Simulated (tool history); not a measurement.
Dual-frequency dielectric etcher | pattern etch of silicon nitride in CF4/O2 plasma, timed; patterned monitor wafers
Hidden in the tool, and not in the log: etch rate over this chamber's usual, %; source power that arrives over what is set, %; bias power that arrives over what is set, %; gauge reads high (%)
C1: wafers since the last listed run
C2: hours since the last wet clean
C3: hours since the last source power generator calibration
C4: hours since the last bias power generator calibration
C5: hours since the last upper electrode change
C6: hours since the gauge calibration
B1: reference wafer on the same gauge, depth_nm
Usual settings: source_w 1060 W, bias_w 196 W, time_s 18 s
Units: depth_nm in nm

Run 1, hour 0: usual settings but source_w 980 W, time_s 15 s; C1 0; C2 383.8; C3 1975.5; C4 1260.9; C5 4631.5; C6 314.8; B1 89.9. Result: depth_nm 59.9 nm.
Run 2, hour 42.6: usual settings but source_w 980 W, time_s 15 s; C1 420; C2 426.4; C3 2018.1; C4 1303.5; C5 4674.1; C6 357.4; B1 90.1. Result: depth_nm 60 nm.
At hour 103.3: wet clean of the chamber.
Run 3, hour 126.4: usual settings; C1 590; C2 23.1; C3 2101.9; C4 1387.3; C5 4757.9; C6 441.2; B1 90.2. Result: depth_nm 75.3 nm.
Run 4, hour 227.5: usual settings; C1 998; C2 124.2; C3 2203; C4 1488.4; C5 4859; C6 542.3; B1 90.5. Result: depth_nm 75.7 nm.
Run 5, hour 292.2: usual settings; C1 639; C2 188.9; C3 2267.7; C4 1553.1; C5 4923.7; C6 607; B1 90.5. Result: depth_nm 75.7 nm.
Run 6, hour 334.9: usual settings; C1 421; C2 231.6; C3 2310.4; C4 1595.8; C5 4966.4; C6 649.7; B1 90.7. Result: depth_nm 76 nm.
At hour 415.2: upper electrode replaced.
Run 7, hour 430.2: usual settings; C1 704; C2 326.9; C3 2405.7; C4 1691.1; C5 15; C6 745; B1 90.9. Result: depth_nm 76 nm.
At hour 539: wet clean of the chamber.
Run 8, hour 539.5: usual settings but bias_w 236 W; C1 842; C2 0.5; C3 2515; C4 1800.4; C5 124.3; C6 854.3; B1 91.1. Result: depth_nm 81.3 nm.
Run 9, hour 583.2: usual settings but source_w 1250 W, bias_w 212 W, time_s 22 s; C1 431; C2 44.2; C3 2558.7; C4 1844.1; C5 168; C6 898; B1 91.3. Result: depth_nm 104.5 nm.
At hour 629: gauge calibrated.
At hour 661.6: source power generator calibrated.
Run 10, hour 671.1: usual settings; C1 828; C2 132.1; C3 9.5; C4 1932; C5 255.9; C6 42.1; B1 89.8. Result: depth_nm 75.1 nm.
At hour 704.8: bias power generator calibrated.
Run 11, hour 750.4: usual settings; C1 743; C2 211.4; C3 88.8; C4 45.6; C5 335.2; C6 121.4; B1 89.9. Result: depth_nm 74.8 nm.
Run 12, hour 791.3: usual settings but source_w 1310 W, bias_w 226 W, time_s 23 s; C1 404; C2 252.3; C3 129.7; C4 86.5; C5 376.1; C6 162.3; B1 89.9. Result: depth_nm 112.7 nm.
Run 13, hour 841.7: usual settings but source_w 1240 W, bias_w 154 W, time_s 13.5 s; C1 497; C2 302.7; C3 180.1; C4 136.9; C5 426.5; C6 212.7; B1 90.1. Result: depth_nm 56.8 nm.
Run 14, hour 907.8: usual settings but source_w 980 W, bias_w 229 W, time_s 15.5 s; C1 652; C2 368.8; C3 246.2; C4 203; C5 492.6; C6 278.8; B1 90.1. Result: depth_nm 65.5 nm.

Forecast each of these 5 alternatives for the next run:
Run A, hour 908.2: usual settings; C1 3; C2 369.2; C3 246.6; C4 203.4; C5 493; C6 279.2; B1 ?. Result: depth_nm ?.
Run B, hour 908.2: usual settings but source_w 1210 W, bias_w 236 W, time_s 22 s; C1 3; C2 369.2; C3 246.6; C4 203.4; C5 493; C6 279.2; B1 ?. Result: depth_nm ?.
Run C, hour 908.2: usual settings but source_w 1280 W, bias_w 215 W, time_s 15 s; C1 3; C2 369.2; C3 246.6; C4 203.4; C5 493; C6 279.2; B1 ?. Result: depth_nm ?.
Run D, hour 908.2: usual settings but source_w 870 W, bias_w 166 W, time_s 19.5 s; C1 3; C2 369.2; C3 246.6; C4 203.4; C5 493; C6 279.2; B1 ?. Result: depth_nm ?.
Run E, hour 908.2: usual settings but source_w 980 W, bias_w 233 W, time_s 19.5 s; C1 3; C2 369.2; C3 246.6; C4 203.4; C5 493; C6 279.2; B1 ?. Result: depth_nm ?.

run    B1  depth_nm
  A  89.9      75.2
  B  89.9     104.9
  C  89.9      71.5
  D  89.9      70.1
  E  89.9      82.9
Without the tool's hidden state the same runs would have given:
run  depth_nm
  A        75
  B     104.5
  C      71.2
  D      69.8
  E      82.6

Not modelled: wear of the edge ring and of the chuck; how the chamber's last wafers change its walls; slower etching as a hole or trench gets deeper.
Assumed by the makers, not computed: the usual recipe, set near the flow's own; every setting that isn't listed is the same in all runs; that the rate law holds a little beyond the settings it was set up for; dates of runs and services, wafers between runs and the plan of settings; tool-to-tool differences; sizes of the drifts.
